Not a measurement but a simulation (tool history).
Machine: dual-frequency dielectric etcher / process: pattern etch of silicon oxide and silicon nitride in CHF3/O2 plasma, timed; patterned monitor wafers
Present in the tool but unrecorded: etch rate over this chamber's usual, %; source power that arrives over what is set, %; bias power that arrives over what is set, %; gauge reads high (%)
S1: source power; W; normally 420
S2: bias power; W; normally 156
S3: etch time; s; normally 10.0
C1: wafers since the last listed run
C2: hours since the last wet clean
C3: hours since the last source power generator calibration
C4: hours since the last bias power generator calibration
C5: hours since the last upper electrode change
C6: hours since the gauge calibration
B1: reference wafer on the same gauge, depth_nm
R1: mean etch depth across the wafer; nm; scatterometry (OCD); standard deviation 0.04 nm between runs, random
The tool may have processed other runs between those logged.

run,hour,S1,S2,S3,C1,C2,C3,C4,C5,C6,B1,R1
1,0.0,420,156,10.0,0,250.3,474.3,2627.7,4134.9,679.1,10.90,13.19
2,48.2,420,156,11.5,839,298.5,522.5,2675.9,4183.1,727.3,10.90,15.17
3,115.2,420,156,10.0,1166,365.5,589.5,2742.9,4250.1,794.3,10.89,13.07
# hour 185.1: wet clean of the chamber
4,185.6,420,156,10.0,807,0.5,659.9,2813.3,4320.5,864.7,10.90,13.37
5,206.4,420,156,10.0,362,21.3,680.7,2834.1,4341.3,885.5,10.89,13.33
6,256.1,420,156,10.0,865,71.0,730.4,2883.8,4391.0,935.2,10.91,13.31
7,280.3,420,156,10.0,421,95.2,754.6,2908.0,4415.2,959.4,10.89,13.34
8,348.2,420,156,10.0,1182,163.1,822.5,2975.9,4483.1,1027.3,10.89,13.38
9,374.8,460,182,10.0,463,189.7,849.1,3002.5,4509.7,1053.9,10.90,14.18
10,439.3,460,182,10.0,1123,254.2,913.6,3067.0,4574.2,1118.4,10.91,14.25
# hour 493.9: bias power generator calibrated
11,501.4,460,182,10.0,1011,316.3,975.7,7.5,4636.3,1180.5,10.90,14.10
# hour 551.4: wet clean of the chamber
12,551.9,420,156,8.5,461,0.5,1026.2,58.0,4686.8,1231.0,10.91,11.46
13,587.0,420,156,10.0,611,35.6,1061.3,93.1,4721.9,1266.1,10.90,13.46
14,620.2,420,156,10.0,578,68.8,1094.5,126.3,4755.1,1299.3,10.91,13.35
15,653.5,420,156,10.0,579,102.1,1127.8,159.6,4788.4,1332.6,10.91,13.45
# hour 697.6: gauge calibrated
16,717.2,420,156,10.0,1109,165.8,1191.5,223.3,4852.1,19.6,10.91,13.31
17,753.1,390,128,12.0,625,201.7,1227.4,259.2,4888.0,55.5,10.91,15.00
# hour 784.2: upper electrode replaced
18,817.8,350,156,10.0,708,266.4,1292.1,323.9,33.6,120.2,10.91,12.47
19,865.1,500,156,10.0,823,313.7,1339.4,371.2,80.9,167.5,10.89,14.15
20,898.4,380,169,9.0,579,347.0,1372.7,404.5,114.2,200.8,10.91,11.68
21,940.9,420,141,11.0,739,389.5,1415.2,447.0,156.7,243.3,10.89,14.28
# hour 981.6: wet clean of the chamber
22,982.1,320,174,10.0,299,0.5,1456.4,488.2,197.9,284.5,10.90,12.49
23,1027.7,350,133,9.0,793,46.1,1502.0,533.8,243.5,330.1,10.90,11.02
# hour 1059.0: source power generator calibrated
24,1064.5,420,156,10.0,571,82.9,5.5,570.6,280.3,366.9,10.89,13.29
25,1104.3,370,142,8.0,692,122.7,45.3,610.4,320.1,406.7,10.90,9.94
26,1166.8,360,136,11.0,1088,185.2,107.8,672.9,382.6,469.2,10.89,13.42
27,1245.8,510,125,10.0,1375,264.2,186.8,751.9,461.6,548.2,10.88,13.78
28,1322.3,510,121,12.5,1331,340.7,263.3,828.4,538.1,624.7,10.90,17.03
# hour 1357.6: wet clean of the chamber
29,1383.5,420,156,10.0,647,25.9,324.5,889.6,599.3,685.9,10.88,13.34

Below are 4 alternative next runs, each starting from the tool's condition after run 29. Predict each:
A,1383.9,420,156,10.0,6,26.3,324.9,890.0,599.7,686.3,?,?
B,1383.9,480,173,8.0,6,26.3,324.9,890.0,599.7,686.3,?,?
C,1383.9,470,137,12.0,6,26.3,324.9,890.0,599.7,686.3,?,?
D,1383.9,420,127,12.5,6,26.3,324.9,890.0,599.7,686.3,?,?

run,B1,R1
A,10.90,13.35
B,10.90,11.47
C,10.90,16.33
D,10.90,16.08
The same runs, with their run-to-run variation unchanged, on a tool lacking any hidden condition would have given:
run,R1
A,13.29
B,11.42
C,16.26
D,16.01
